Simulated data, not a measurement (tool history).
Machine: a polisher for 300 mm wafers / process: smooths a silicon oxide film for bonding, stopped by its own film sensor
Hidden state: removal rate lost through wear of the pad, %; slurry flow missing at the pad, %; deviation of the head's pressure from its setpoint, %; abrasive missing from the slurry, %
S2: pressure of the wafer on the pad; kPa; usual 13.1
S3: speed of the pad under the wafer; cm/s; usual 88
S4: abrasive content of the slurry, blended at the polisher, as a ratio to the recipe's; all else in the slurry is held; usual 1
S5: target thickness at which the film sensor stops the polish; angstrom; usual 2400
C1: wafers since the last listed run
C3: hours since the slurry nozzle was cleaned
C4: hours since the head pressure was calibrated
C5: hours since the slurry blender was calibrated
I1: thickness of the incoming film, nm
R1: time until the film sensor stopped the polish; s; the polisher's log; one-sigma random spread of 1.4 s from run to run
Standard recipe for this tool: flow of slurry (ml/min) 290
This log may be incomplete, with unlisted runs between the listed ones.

{"run": 1, "day": 0.0, "flow of slurry (ml/min)": 290, "S2": 13.1, "S3": 88, "S4": 1, "S5": 2400, "C1": 0, "wafers polished on this pad": 502, "C3": 539.3, "C4": 198.1, "C5": 62.4, "I1": 285.3, "R1": 72.4}
{"run": 2, "day": 1.358, "flow of slurry (ml/min)": 290, "S2": 13.1, "S3": 88, "S4": 1, "S5": 2400, "C1": 392, "wafers polished on this pad": 895, "C3": 571.9, "C4": 230.7, "C5": 95, "I1": 291.7, "R1": 83.1}
{"run": 3, "day": 2.579, "flow of slurry (ml/min)": 290, "S2": 13.1, "S3": 88, "S4": 1, "S5": 2400, "C1": 352, "wafers polished on this pad": 1248, "C3": 601.2, "C4": 260, "C5": 124.3, "I1": 288.8, "R1": 76.5}
{"run": 4, "day": 3.704, "flow of slurry (ml/min)": 290, "S2": 13.1, "S3": 88, "S4": 1, "S5": 2460, "C1": 325, "wafers polished on this pad": 1573, "C3": 628.2, "C4": 287, "C5": 151.3, "I1": 295.3, "R1": 80.9}
{"run": 5, "day": 4.775, "flow of slurry (ml/min)": 290, "S2": 13.1, "S3": 88, "S4": 1, "S5": 2460, "C1": 309, "wafers polished on this pad": 1882, "C3": 653.9, "C4": 312.7, "C5": 177, "I1": 290.6, "R1": 71.8}
{"day": 5.225, "done": "slurry blender recalibrated"}
{"day": 5.688, "done": "worn pad replaced by a new one"}
{"run": 6, "day": 5.838, "flow of slurry (ml/min)": 290, "S2": 13.1, "S3": 88, "S4": 1, "S5": 2460, "C1": 234, "wafers polished on this pad": 42, "C3": 679.4, "C4": 338.2, "C5": 14.7, "I1": 290.6, "R1": 74.5}
{"run": 7, "day": 6.779, "flow of slurry (ml/min)": 290, "S2": 13.1, "S3": 88, "S4": 1, "S5": 2400, "C1": 272, "wafers polished on this pad": 315, "C3": 702, "C4": 360.8, "C5": 37.3, "I1": 290.9, "R1": 84.7}
{"run": 8, "day": 7.846, "flow of slurry (ml/min)": 290, "S2": 13.1, "S3": 88, "S4": 1, "S5": 2400, "C1": 308, "wafers polished on this pad": 623, "C3": 727.6, "C4": 386.4, "C5": 62.9, "I1": 294.3, "R1": 90}
{"day": 8.908, "done": "slurry nozzle cleaned"}
{"run": 9, "day": 8.942, "flow of slurry (ml/min)": 290, "S2": 13.1, "S3": 88, "S4": 1, "S5": 2400, "C1": 304, "wafers polished on this pad": 927, "C3": 0.8, "C4": 412.7, "C5": 89.2, "I1": 291, "R1": 78.4}
{"run": 10, "day": 10.246, "flow of slurry (ml/min)": 270, "S2": 9.7, "S3": 88, "S4": 1, "S5": 2400, "C1": 376, "wafers polished on this pad": 1304, "C3": 32.1, "C4": 444, "C5": 120.5, "I1": 288.7, "R1": 102.4}
{"run": 11, "day": 10.767, "flow of slurry (ml/min)": 290, "S2": 13.1, "S3": 88, "S4": 1, "S5": 2400, "C1": 150, "wafers polished on this pad": 1455, "C3": 44.6, "C4": 456.5, "C5": 133, "I1": 284.2, "R1": 68.3}
{"run": 12, "day": 11.421, "flow of slurry (ml/min)": 325, "S2": 15.2, "S3": 88, "S4": 0.8, "S5": 2340, "C1": 189, "wafers polished on this pad": 1644, "C3": 60.3, "C4": 472.2, "C5": 148.7, "I1": 294.9, "R1": 88}
{"day": 12.838, "done": "slurry blender recalibrated"}
{"run": 13, "day": 12.858, "flow of slurry (ml/min)": 290, "S2": 15.2, "S3": 114, "S4": 1, "S5": 2400, "C1": 391, "wafers polished on this pad": 2035, "C3": 94.8, "C4": 506.7, "C5": 0.5, "I1": 291.4, "R1": 56.8}
{"day": 13.567, "done": "worn pad replaced by a new one"}
{"run": 14, "day": 13.738, "flow of slurry (ml/min)": 290, "S2": 13.1, "S3": 88, "S4": 1.3, "S5": 2400, "C1": 205, "wafers polished on this pad": 49, "C3": 115.9, "C4": 527.8, "C5": 21.6, "I1": 289.3, "R1": 67.4}
{"run": 15, "day": 14.429, "flow of slurry (ml/min)": 240, "S2": 13.1, "S3": 106, "S4": 0.85, "S5": 2400, "C1": 199, "wafers polished on this pad": 248, "C3": 132.5, "C4": 544.4, "C5": 38.2, "I1": 286.1, "R1": 67.8}
{"run": 16, "day": 15.562, "flow of slurry (ml/min)": 290, "S2": 9, "S3": 88, "S4": 1, "S5": 2470, "C1": 327, "wafers polished on this pad": 576, "C3": 159.7, "C4": 571.6, "C5": 65.4, "I1": 289.9, "R1": 98.5}
{"run": 17, "day": 17.054, "flow of slurry (ml/min)": 290, "S2": 11.7, "S3": 88, "S4": 1.25, "S5": 2400, "C1": 430, "wafers polished on this pad": 1007, "C3": 195.5, "C4": 607.4, "C5": 101.2, "I1": 290.3, "R1": 77.2}
{"run": 18, "day": 18.388, "flow of slurry (ml/min)": 290, "S2": 13.1, "S3": 88, "S4": 1, "S5": 2400, "C1": 385, "wafers polished on this pad": 1392, "C3": 227.5, "C4": 639.4, "C5": 133.2, "I1": 287.5, "R1": 75.3}
{"run": 19, "day": 19.654, "flow of slurry (ml/min)": 250, "S2": 13.1, "S3": 88, "S4": 1, "S5": 2560, "C1": 365, "wafers polished on this pad": 1758, "C3": 257.9, "C4": 669.8, "C5": 163.6, "I1": 288.4, "R1": 50.4}
{"day": 20.242, "done": "slurry blender recalibrated"}
{"run": 20, "day": 20.762, "flow of slurry (ml/min)": 290, "S2": 15.9, "S3": 88, "S4": 1, "S5": 2240, "C1": 296, "wafers polished on this pad": 2054, "C3": 284.5, "C4": 696.4, "C5": 12.5, "I1": 294.1, "R1": 89.7}
{"day": 21.0, "done": "worn pad replaced by a new one"}
{"day": 21.917, "done": "head pressure recalibrated"}
{"run": 21, "day": 22.254, "flow of slurry (ml/min)": 330, "S2": 13.1, "S3": 64, "S4": 1, "S5": 2470, "C1": 358, "wafers polished on this pad": 338, "C3": 320.3, "C4": 8.1, "C5": 48.3, "I1": 286.8, "R1": 79.9}
{"run": 22, "day": 23.546, "flow of slurry (ml/min)": 290, "S2": 11.7, "S3": 116, "S4": 1.25, "S5": 2250, "C1": 373, "wafers polished on this pad": 712, "C3": 351.3, "C4": 39.1, "C5": 79.3, "I1": 294.7, "R1": 87.7}
{"run": 23, "day": 24.954, "flow of slurry (ml/min)": 200, "S2": 13.1, "S3": 88, "S4": 1, "S5": 2400, "C1": 406, "wafers polished on this pad": 1118, "C3": 385.1, "C4": 72.9, "C5": 113.1, "I1": 288.6, "R1": 81.3}
{"run": 24, "day": 26.033, "flow of slurry (ml/min)": 290, "S2": 13.1, "S3": 88, "S4": 1, "S5": 2400, "C1": 311, "wafers polished on this pad": 1430, "C3": 411, "C4": 98.8, "C5": 139, "I1": 291.2, "R1": 79.1}
{"run": 25, "day": 26.642, "flow of slurry (ml/min)": 250, "S2": 13.1, "S3": 88, "S4": 1, "S5": 2560, "C1": 175, "wafers polished on this pad": 1606, "C3": 425.6, "C4": 113.4, "C5": 153.6, "I1": 284.8, "R1": 44.8}
{"run": 26, "day": 27.833, "flow of slurry (ml/min)": 220, "S2": 13.1, "S3": 88, "S4": 1, "S5": 2400, "C1": 344, "wafers polished on this pad": 1950, "C3": 454.2, "C4": 142, "C5": 182.2, "I1": 289.4, "R1": 80.8}
{"day": 28.55, "done": "slurry blender recalibrated"}
{"run": 27, "day": 28.608, "flow of slurry (ml/min)": 290, "S2": 13.1, "S3": 88, "S4": 1, "S5": 2400, "C1": 199, "wafers polished on this pad": 2150, "C3": 472.8, "C4": 160.6, "C5": 1.4, "I1": 287.4, "R1": 72.4}

Run 28 is up next; what results do you expect?
{"day": 29.254, "done": "worn pad replaced by a new one"}
{"run": 28, "day": 29.392, "flow of slurry (ml/min)": 290, "S2": 11.7, "S3": 88, "S4": 1, "S5": 2480, "C1": 178, "wafers polished on this pad": 40, "C3": 491.6, "C4": 179.4, "C5": 20.2, "I1": 290.2, "R1": "?"}

R1: 73.4 s
With no hidden state in the tool, this same run would have given R1 71.5 s.
